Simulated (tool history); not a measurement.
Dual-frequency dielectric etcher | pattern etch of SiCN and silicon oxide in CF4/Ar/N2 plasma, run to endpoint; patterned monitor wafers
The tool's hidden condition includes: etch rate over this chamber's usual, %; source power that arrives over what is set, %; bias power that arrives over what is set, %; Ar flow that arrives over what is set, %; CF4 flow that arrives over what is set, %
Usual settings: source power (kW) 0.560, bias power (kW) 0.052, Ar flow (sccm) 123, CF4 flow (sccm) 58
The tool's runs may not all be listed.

run,hour,source power (kW),bias power (kW),Ar flow (sccm),CF4 flow (sccm),wafers since the last listed run,hours since the last wet clean,hours since the last source power generator calibration,hours since the last bias power generator calibration,hours since the last Ar flow controller change,hours since the last CF4 flow controller change,hours since the last upper electrode change,"incoming incoming film thickness, nm",endpoint time (s)
1,0.0,0.560,0.052,115,58,0,125.7,4013.8,1672.2,5040.8,3056.5,3209.7,12.05,12.7
2,19.2,0.560,0.052,123,58,338,144.9,4033.0,1691.4,5060.0,3075.7,3228.9,11.98,12.8
3,68.5,0.560,0.052,123,58,868,194.2,4082.3,1740.7,5109.3,3125.0,3278.2,12.01,12.7
4,91.5,0.560,0.052,123,58,405,217.2,4105.3,1763.7,5132.3,3148.0,3301.2,11.91,12.7
5,104.6,0.560,0.052,123,58,230,230.3,4118.4,1776.8,5145.4,3161.1,3314.3,12.14,13.0
6,138.6,0.560,0.062,123,58,598,264.3,4152.4,1810.8,5179.4,3195.1,3348.3,11.95,12.1
7,160.2,0.560,0.062,123,58,380,285.9,4174.0,1832.4,5201.0,3216.7,3369.9,12.12,12.4
8,186.4,0.560,0.052,123,58,461,312.1,4200.2,1858.6,5227.2,3242.9,3396.1,12.03,12.9
# hour 192.6: bias power generator calibrated
9,212.2,0.560,0.052,123,58,383,337.9,4226.0,19.6,5253.0,3268.7,3421.9,11.99,12.9
10,227.2,0.660,0.052,123,58,264,352.9,4241.0,34.6,5268.0,3283.7,3436.9,11.94,11.6
11,255.3,0.560,0.052,123,58,494,381.0,4269.1,62.7,5296.1,3311.8,3465.0,12.12,13.1
12,288.3,0.560,0.052,123,46,581,414.0,4302.1,95.7,5329.1,3344.8,3498.0,12.10,13.6
13,310.7,0.560,0.052,153,58,394,436.4,4324.5,118.1,5351.5,3367.2,3520.4,11.95,13.4
# hour 365.7: upper electrode replaced
14,366.2,0.560,0.052,94,58,554,491.9,4380.0,173.6,5407.0,3422.7,0.5,11.88,12.5
15,375.8,0.560,0.052,123,54,169,501.5,4389.6,183.2,5416.6,3432.3,10.1,11.87,13.1
# hour 387.3: CF4 flow controller replaced
# hour 389.9: Ar flow controller replaced
# hour 407.8: wet clean of the chamber
16,408.4,0.650,0.052,98,58,106,0.6,4422.2,215.8,18.5,21.1,42.7,12.13,11.3
# hour 422.0: source power generator calibrated
17,430.0,0.560,0.043,123,51,310,22.2,8.0,237.4,40.1,42.7,64.3,11.87,13.4
18,449.4,0.560,0.062,123,58,341,41.6,27.4,256.8,59.5,62.1,83.7,11.98,12.0
19,473.9,0.560,0.059,134,58,431,66.1,51.9,281.3,84.0,86.6,108.2,12.00,12.4
20,485.9,0.440,0.052,131,58,211,78.1,63.9,293.3,96.0,98.6,120.2,12.20,15.1
21,517.8,0.430,0.052,112,58,561,110.0,95.8,325.2,127.9,130.5,152.1,11.95,14.7
22,540.0,0.560,0.052,123,58,391,132.2,118.0,347.4,150.1,152.7,174.3,11.90,12.6
23,574.0,0.440,0.052,123,58,598,166.2,152.0,381.4,184.1,186.7,208.3,11.92,14.7

What differs in the tool's unlogged condition from the final listed run ahead of each entry between runs to the first listed run following it?
Logged between run 8 and run 9: bias power generator calibrated (hour 192.6)
  etch rate over this chamber's usual, %: -1.83 -> -2
  measured minus no-state result, endpoint time (s): +0.2 -> +0.3
Logged between run 13 and run 14: upper electrode replaced (hour 365.7)
  etch rate over this chamber's usual, %: -2.67 -> -3.04
  measured minus no-state result, endpoint time (s): +0.4 -> +0.4
Logged between run 15 and run 16: CF4 flow controller replaced (hour 387.3); Ar flow controller replaced (hour 389.9); wet clean of the chamber (hour 407.8)
  etch rate over this chamber's usual, %: -3.11 -> 0.0238
  measured minus no-state result, endpoint time (s): +0.4 -> +0.0
Logged between run 16 and run 17: source power generator calibrated (hour 422.0)
  etch rate over this chamber's usual, %: 0.0238 -> -0.122
  measured minus no-state result, endpoint time (s): +0.0 -> +0.0
